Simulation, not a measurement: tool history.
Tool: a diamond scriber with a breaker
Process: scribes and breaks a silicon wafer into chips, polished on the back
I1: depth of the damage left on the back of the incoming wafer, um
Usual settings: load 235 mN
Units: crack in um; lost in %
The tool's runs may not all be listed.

{"run": 1, "day": 0.0, "load": 235, "I1": 0.03, "crack": 7.02, "lost": 1.74}
{"run": 2, "day": 0.658, "load": 196, "I1": 0.02, "crack": 6.32, "lost": 5.11}
{"run": 3, "day": 1.312, "load": 196, "I1": 0.04, "crack": 6.32, "lost": 5.52}
{"run": 4, "day": 2.279, "load": 235, "I1": 0.02, "crack": 6.81, "lost": 2.41}
{"run": 5, "day": 3.083, "load": 235, "I1": 0.03, "crack": 6.54, "lost": 2.82}
{"run": 6, "day": 4.271, "load": 235, "I1": 0.01, "crack": 6.63, "lost": 3.01}
{"run": 7, "day": 5.433, "load": 235, "I1": 0.02, "crack": 6.58, "lost": 3.29}
{"run": 8, "day": 6.925, "load": 235, "I1": 0.02, "crack": 6.47, "lost": 3.26}
{"run": 9, "day": 8.138, "load": 235, "I1": 0.03, "crack": 6.5, "lost": 3.57}
{"run": 10, "day": 9.112, "load": 290, "I1": 0.02, "crack": 7.43, "lost": 1.46}
{"day": 10.171, "done": "diamond tip replaced by a new one"}
{"run": 11, "day": 10.588, "load": 290, "I1": 0.04, "crack": 8.24, "lost": 3.33}
{"run": 12, "day": 11.712, "load": 235, "I1": 0.02, "crack": 7.47, "lost": 1.51}
{"run": 13, "day": 12.662, "load": 235, "I1": 0.03, "crack": 7.09, "lost": 1.74}
{"run": 14, "day": 13.725, "load": 235, "I1": 0.03, "crack": 7, "lost": 1.94}
{"run": 15, "day": 14.871, "load": 262, "I1": 0.05, "crack": 7.38, "lost": 1.55}
{"run": 16, "day": 15.658, "load": 262, "I1": 0.03, "crack": 7.66, "lost": 1.36}
{"run": 17, "day": 17.071, "load": 235, "I1": 0.01, "crack": 6.83, "lost": 2.22}
{"run": 18, "day": 18.05, "load": 235, "I1": 0.03, "crack": 6.73, "lost": 2.3}
{"run": 19, "day": 19.2, "load": 235, "I1": 0.01, "crack": 6.91, "lost": 2.19}
{"day": 20.15, "done": "diamond tip replaced by a new one"}
{"run": 20, "day": 20.412, "load": 235, "I1": 0.01, "crack": 7.36, "lost": 1.38}
{"run": 21, "day": 21.758, "load": 235, "I1": 0.02, "crack": 7.19, "lost": 1.49}
{"run": 22, "day": 22.967, "load": 235, "I1": 0.05, "crack": 7.27, "lost": 1.54}
{"day": 23.504, "done": "load on the tip recalibrated"}
{"run": 23, "day": 23.946, "load": 235, "I1": 0.03, "crack": 6.88, "lost": 2.45}
{"run": 24, "day": 24.575, "load": 273, "I1": 0.02, "crack": 7.42, "lost": 1.56}
{"run": 25, "day": 25.892, "load": 188, "I1": 0.02, "crack": 5.85, "lost": 8.3}
{"run": 26, "day": 27.117, "load": 177, "I1": 0.04, "crack": 5.81, "lost": 11.3}
{"run": 27, "day": 28.579, "load": 187, "I1": 0.03, "crack": 5.84, "lost": 8.92}
{"run": 28, "day": 29.338, "load": 235, "I1": 0.04, "crack": 6.37, "lost": 3.47}
{"run": 29, "day": 30.225, "load": 202, "I1": 0.03, "crack": 5.97, "lost": 7.09}
{"run": 30, "day": 31.538, "load": 267, "I1": 0.03, "crack": 7.05, "lost": 1.98}
{"day": 31.775, "done": "diamond tip replaced by a new one"}
{"run": 31, "day": 32.338, "load": 266, "I1": 0.03, "crack": 7.94, "lost": 2.33}
{"run": 32, "day": 33.179, "load": 178, "I1": 0.05, "crack": 6.28, "lost": 5.63}
{"run": 33, "day": 33.858, "load": 235, "I1": 0.04, "crack": 6.94, "lost": 1.55}
{"run": 34, "day": 34.783, "load": 168, "I1": 0.04, "crack": 5.93, "lost": 8.87}
{"run": 35, "day": 35.729, "load": 209, "I1": 0.04, "crack": 6.49, "lost": 3.38}
{"run": 36, "day": 36.262, "load": 204, "I1": 0.04, "crack": 6.59, "lost": 3.98}
{"run": 37, "day": 37.471, "load": 189, "I1": 0.04, "crack": 6.08, "lost": 6.37}
{"run": 38, "day": 38.842, "load": 203, "I1": 0.01, "crack": 6.32, "lost": 4.45}
{"run": 39, "day": 39.488, "load": 282, "I1": 0.02, "crack": 7.68, "lost": 1.66}
{"run": 40, "day": 40.521, "load": 275, "I1": 0.03, "crack": 7.47, "lost": 1.43}
{"run": 41, "day": 41.292, "load": 299, "I1": 0.02, "crack": 7.89, "lost": 2.04}
{"run": 42, "day": 42.292, "load": 255, "I1": 0.04, "crack": 7.44, "lost": 1.51}

What the log doesn't show, run by run:
H1: share of the diamond tip's cutting effectiveness lost through wear, %
H2: deviation of the load on the tip from its setpoint, %
run=1 H1=5.3 H2=-1.34
run=2 H1=7.58 H2=-1.22
run=3 H1=9.48 H2=-1.09
run=4 H1=11.7 H2=-0.864
run=5 H1=13.2 H2=-0.658
run=6 H1=14.8 H2=-0.318
run=7 H1=16 H2=0.0561
run=8 H1=17 H2=0.596
run=9 H1=17.6 H2=1.08
run=10 H1=18 H2=1.51
run=11 H1=2.5 H2=2.21
run=12 H1=6.5 H2=2.78
run=13 H1=9.04 H2=3.3
run=14 H1=11.2 H2=3.91
run=15 H1=12.9 H2=4.61
run=16 H1=13.8 H2=5.11
run=17 H1=15 H2=6.06
run=18 H1=15.6 H2=6.75
run=19 H1=16.1 H2=7.6
run=20 H1=4.35 H2=8.54
run=21 H1=9.2 H2=9.63
run=22 H1=12.3 H2=10.7
run=23 H1=14.1 H2=2.76
run=24 H1=15 H2=2.77
run=25 H1=16.6 H2=2.84
run=26 H1=17.6 H2=2.95
run=27 H1=18.4 H2=3.14
run=28 H1=18.7 H2=3.27
run=29 H1=19 H2=3.44
run=30 H1=19.3 H2=3.73
run=31 H1=2.7 H2=3.94
run=32 H1=5.68 H2=4.17
run=33 H1=7.63 H2=4.38
run=34 H1=9.77 H2=4.68
run=35 H1=11.5 H2=5.02
run=36 H1=12.2 H2=5.22
run=37 H1=13.6 H2=5.71
run=38 H1=14.7 H2=6.32
run=39 H1=15.1 H2=6.62
run=40 H1=15.6 H2=7.14
run=41 H1=15.9 H2=7.54
run=42 H1=16.2 H2=8.1
